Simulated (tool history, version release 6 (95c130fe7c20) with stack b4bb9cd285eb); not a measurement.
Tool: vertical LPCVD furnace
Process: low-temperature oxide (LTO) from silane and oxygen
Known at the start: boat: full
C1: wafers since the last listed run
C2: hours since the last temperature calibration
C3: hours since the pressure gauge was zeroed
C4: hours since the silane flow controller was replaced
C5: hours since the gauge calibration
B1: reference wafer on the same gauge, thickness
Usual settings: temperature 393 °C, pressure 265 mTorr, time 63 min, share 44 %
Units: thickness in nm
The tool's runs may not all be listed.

run 1 hour=0 | temperature=385 pressure=265 time=63 share=44 | C1=0 C2=329.5 C3=2493.2 C4=4854.1 C5=1565.5 | B1=854.94 | thickness=655.22
run 2 hour=63 | temperature=385 pressure=265 time=63 share=44 | C1=913 C2=392.5 C3=2556.2 C4=4917.1 C5=1628.5 | B1=853.72 | thickness=652.92
run 3 hour=167.7 | temperature=393 pressure=265 time=63 share=44 | C1=1518 C2=497.2 C3=2660.9 C4=5021.8 C5=1733.2 | B1=855.47 | thickness=718.38
run 4 hour=214.1 | temperature=393 pressure=265 time=63 share=44 | C1=672 C2=543.6 C3=2707.3 C4=5068.2 C5=1779.6 | B1=854.42 | thickness=714.75
run 5 hour=309.4 | temperature=393 pressure=265 time=76.5 share=44 | C1=1381 C2=638.9 C3=2802.6 C4=5163.5 C5=1874.9 | B1=855.57 | thickness=869.62
run 6 hour=352.2 | temperature=393 pressure=265 time=76.5 share=44 | C1=620 C2=681.7 C3=2845.4 C4=5206.3 C5=1917.7 | B1=853.95 | thickness=869.71
run 7 hour=629.6 | temperature=393 pressure=265 time=63 share=44 | C1=4022 C2=959.1 C3=3122.8 C4=5483.7 C5=2195.1 | B1=855.77 | thickness=714.5
run 8 hour=666.3 | temperature=393 pressure=265 time=63 share=44 | C1=532 C2=995.8 C3=3159.5 C4=5520.4 C5=2231.8 | B1=854.84 | thickness=714.55
run 9 hour=773.9 | temperature=398 pressure=265 time=63 share=44 | C1=1560 C2=1103.4 C3=3267.1 C4=5628 C5=2339.4 | B1=855.77 | thickness=751
run 10 hour=848.2 | temperature=398 pressure=265 time=63 share=44 | C1=1077 C2=1177.7 C3=3341.4 C4=5702.3 C5=2413.7 | B1=854.11 | thickness=748.67
run 11 hour=929.9 | temperature=398 pressure=265 time=63 share=44 | C1=1184 C2=1259.4 C3=3423.1 C4=5784 C5=2495.4 | B1=854.92 | thickness=750.04
run 12 hour=1010 | temperature=393 pressure=265 time=49.5 share=40 | C1=1161 C2=1339.5 C3=3503.2 C4=5864.1 C5=2575.5 | B1=855.13 | thickness=497.2
run 13 hour=1061.5 | temperature=398 pressure=265 time=88 share=46 | C1=746 C2=1391 C3=3554.7 C4=5915.6 C5=2627 | B1=855.2 | thickness=1106.48
run 14 hour=1126.1 | temperature=393 pressure=265 time=74 share=44 | C1=936 C2=1455.6 C3=3619.3 C4=5980.2 C5=2691.6 | B1=853.92 | thickness=830.48
-- hour=1175.7 silane flow controller replaced
run 15 hour=1189.7 | temperature=382 pressure=230 time=39 share=44 | C1=574 C2=1519.2 C3=3682.9 C4=14 C5=2755.2 | B1=853.7 | thickness=355.25
run 16 hour=1264.1 | temperature=396 pressure=265 time=63 share=37 | C1=1078 C2=1593.6 C3=3757.3 C4=88.4 C5=2829.6 | B1=855.31 | thickness=626.44
-- hour=1321.6 gauge calibrated
run 17 hour=1332.9 | temperature=400 pressure=265 time=63 share=44 | C1=997 C2=1662.4 C3=3826.1 C4=157.2 C5=11.3 | B1=853.99 | thickness=800.76
run 18 hour=1472.7 | temperature=393 pressure=265 time=63 share=35 | C1=2027 C2=1802.2 C3=3965.9 C4=297 C5=151.1 | B1=855.95 | thickness=561.67
-- hour=1573.1 thermocouples replaced and temperature profile calibrated
run 19 hour=1573.6 | temperature=393 pressure=265 time=75 share=50 | C1=1115 C2=0.5 C3=4066.8 C4=397.9 C5=252 | B1=854.75 | thickness=1005.95
run 20 hour=1608.3 | temperature=393 pressure=310 time=63 share=44 | C1=503 C2=35.2 C3=4101.5 C4=432.6 C5=286.7 | B1=855.54 | thickness=869.75

The next listed run, before its measurement:
run 21 hour=1702.5 | temperature=393 pressure=265 time=63 share=44 | C1=1365 C2=129.4 C3=4195.7 C4=526.8 C5=380.9 | B1=? | thickness=?

B1: 855.47
thickness: 740.27 nm
Without the tool's hidden state the same run would have given thickness 742.43 nm.
